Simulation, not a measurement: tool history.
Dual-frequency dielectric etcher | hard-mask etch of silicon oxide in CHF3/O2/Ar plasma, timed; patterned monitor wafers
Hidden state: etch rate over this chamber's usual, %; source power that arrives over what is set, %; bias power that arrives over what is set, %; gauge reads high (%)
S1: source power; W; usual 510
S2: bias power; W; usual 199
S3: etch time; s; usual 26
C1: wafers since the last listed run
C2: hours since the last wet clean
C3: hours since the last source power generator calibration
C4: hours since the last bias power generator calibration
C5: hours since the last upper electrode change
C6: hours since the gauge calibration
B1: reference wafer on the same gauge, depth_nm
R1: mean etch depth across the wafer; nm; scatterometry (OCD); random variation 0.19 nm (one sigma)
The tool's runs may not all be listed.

run 1 hour=0 | S1=510 S2=199 S3=26 | C1=0 C2=540.1 C3=345.1 C4=655.2 C5=3352.8 C6=31.8 | B1=60.89 | R1=52.19
-- hour=26.6 wet clean of the chamber
run 2 hour=78.6 | S1=510 S2=199 S3=26 | C1=670 C2=52 C3=423.7 C4=733.8 C5=3431.4 C6=110.4 | B1=60.84 | R1=53.3
run 3 hour=148.5 | S1=510 S2=199 S3=26 | C1=858 C2=121.9 C3=493.6 C4=803.7 C5=3501.3 C6=180.3 | B1=60.94 | R1=52.53
run 4 hour=240.5 | S1=510 S2=199 S3=26 | C1=1130 C2=213.9 C3=585.6 C4=895.7 C5=3593.3 C6=272.3 | B1=60.87 | R1=52.67
run 5 hour=305.6 | S1=510 S2=199 S3=26 | C1=799 C2=279 C3=650.7 C4=960.8 C5=3658.4 C6=337.4 | B1=60.89 | R1=52.58
run 6 hour=405.8 | S1=510 S2=199 S3=26 | C1=1230 C2=379.2 C3=750.9 C4=1061 C5=3758.6 C6=437.6 | B1=60.85 | R1=52.44
run 7 hour=471.6 | S1=510 S2=199 S3=26 | C1=808 C2=445 C3=816.7 C4=1126.8 C5=3824.4 C6=503.4 | B1=60.97 | R1=52.62
run 8 hour=551.1 | S1=510 S2=199 S3=26 | C1=976 C2=524.5 C3=896.2 C4=1206.3 C5=3903.9 C6=582.9 | B1=60.9 | R1=51.88
-- hour=614.2 wet clean of the chamber
run 9 hour=614.7 | S1=510 S2=199 S3=26 | C1=486 C2=0.5 C3=959.8 C4=1269.9 C5=3967.5 C6=646.5 | B1=60.87 | R1=53.48
run 10 hour=677 | S1=510 S2=199 S3=26 | C1=765 C2=62.8 C3=1022.1 C4=1332.2 C5=4029.8 C6=708.8 | B1=60.87 | R1=53.23
run 11 hour=714.7 | S1=510 S2=199 S3=26 | C1=463 C2=100.5 C3=1059.8 C4=1369.9 C5=4067.5 C6=746.5 | B1=60.91 | R1=53.14
run 12 hour=961.2 | S1=510 S2=170 S3=28 | C1=3027 C2=347 C3=1306.3 C4=1616.4 C5=4314 C6=993 | B1=60.86 | R1=52.53
run 13 hour=1053.7 | S1=470 S2=199 S3=30.5 | C1=1136 C2=439.5 C3=1398.8 C4=1708.9 C5=4406.5 C6=1085.5 | B1=60.93 | R1=58.59
-- hour=1111.8 upper electrode replaced
-- hour=1260.1 wet clean of the chamber
run 14 hour=1364.8 | S1=450 S2=159 S3=33.5 | C1=3231 C2=104.7 C3=1709.9 C4=2020 C5=253 C6=1396.6 | B1=60.91 | R1=57.02
run 15 hour=1470.5 | S1=610 S2=244 S3=23 | C1=1298 C2=210.4 C3=1815.6 C4=2125.7 C5=358.7 C6=1502.3 | B1=60.88 | R1=57.13
run 16 hour=1517.7 | S1=510 S2=244 S3=26 | C1=579 C2=257.6 C3=1862.8 C4=2172.9 C5=405.9 C6=1549.5 | B1=60.88 | R1=57.44
run 17 hour=1609 | S1=590 S2=199 S3=26 | C1=1121 C2=348.9 C3=1954.1 C4=2264.2 C5=497.2 C6=1640.8 | B1=60.86 | R1=56.62
-- hour=1628.8 source power generator calibrated
-- hour=1691 bias power generator calibrated
run 18 hour=1691.5 | S1=550 S2=240 S3=32.5 | C1=915 C2=431.4 C3=62.7 C4=0.5 C5=579.7 C6=1723.3 | B1=60.91 | R1=74.37
run 19 hour=1763.3 | S1=400 S2=213 S3=26 | C1=881 C2=503.2 C3=134.5 C4=72.3 C5=651.5 C6=1795.1 | B1=60.96 | R1=46.19
-- hour=1803.6 gauge calibrated
-- hour=1813.1 wet clean of the chamber
run 20 hour=1867.8 | S1=610 S2=244 S3=23 | C1=988 C2=54.7 C3=239 C4=176.8 C5=756 C6=64.2 | B1=60.92 | R1=57.3
run 21 hour=1927.4 | S1=600 S2=199 S3=33 | C1=732 C2=114.3 C3=298.6 C4=236.4 C5=815.6 C6=123.8 | B1=60.93 | R1=73.52
run 22 hour=2022.6 | S1=510 S2=199 S3=22 | C1=1169 C2=209.5 C3=393.8 C4=331.6 C5=910.8 C6=219 | B1=60.88 | R1=44.93
run 23 hour=2077.9 | S1=460 S2=199 S3=26 | C1=679 C2=264.8 C3=449.1 C4=386.9 C5=966.1 C6=274.3 | B1=60.93 | R1=49.47
run 24 hour=2375.4 | S1=510 S2=199 S3=32.5 | C1=3654 C2=562.3 C3=746.6 C4=684.4 C5=1263.6 C6=571.8 | B1=60.86 | R1=65.31
run 25 hour=2444.4 | S1=510 S2=199 S3=26 | C1=847 C2=631.3 C3=815.6 C4=753.4 C5=1332.6 C6=640.8 | B1=60.87 | R1=51.86
-- hour=2495.2 wet clean of the chamber
run 26 hour=2496.1 | S1=420 S2=235 S3=22 | C1=340 C2=0.9 C3=867.3 C4=805.1 C5=1384.3 C6=692.5 | B1=60.95 | R1=42.96
run 27 hour=2543.7 | S1=510 S2=180 S3=33.5 | C1=584 C2=48.5 C3=914.9 C4=852.7 C5=1431.9 C6=740.1 | B1=60.96 | R1=65.34
run 28 hour=2620.8 | S1=510 S2=158 S3=26 | C1=947 C2=125.6 C3=992 C4=929.8 C5=1509 C6=817.2 | B1=60.92 | R1=47.82
run 29 hour=2677.5 | S1=510 S2=199 S3=26 | C1=696 C2=182.3 C3=1048.7 C4=986.5 C5=1565.7 C6=873.9 | B1=60.89 | R1=52.81

What the log doesn't show, run by run:
source power that arrives over what is set, %: 0 in every run
bias power that arrives over what is set, %: 0 in every run
gauge reads high (%): 0 in every run
H1: etch rate over this chamber's usual, %
run=1 H1=-2.4
run=2 H1=-0.0347
run=3 H1=-0.318
run=4 H1=-0.69
run=5 H1=-0.953
run=6 H1=-1.36
run=7 H1=-1.63
run=8 H1=-1.95
run=9 H1=0.332
run=10 H1=0.0798
run=11 H1=-0.0728
run=12 H1=-1.07
run=13 H1=-1.44
run=14 H1=-0.328
run=15 H1=-0.755
run=16 H1=-0.946
run=17 H1=-1.32
run=18 H1=-1.65
run=19 H1=-1.94
run=20 H1=0.0683
run=21 H1=-0.173
run=22 H1=-0.558
run=23 H1=-0.782
run=24 H1=-1.99
run=25 H1=-2.27
run=26 H1=-0.0251
run=27 H1=-0.218
run=28 H1=-0.53
run=29 H1=-0.759
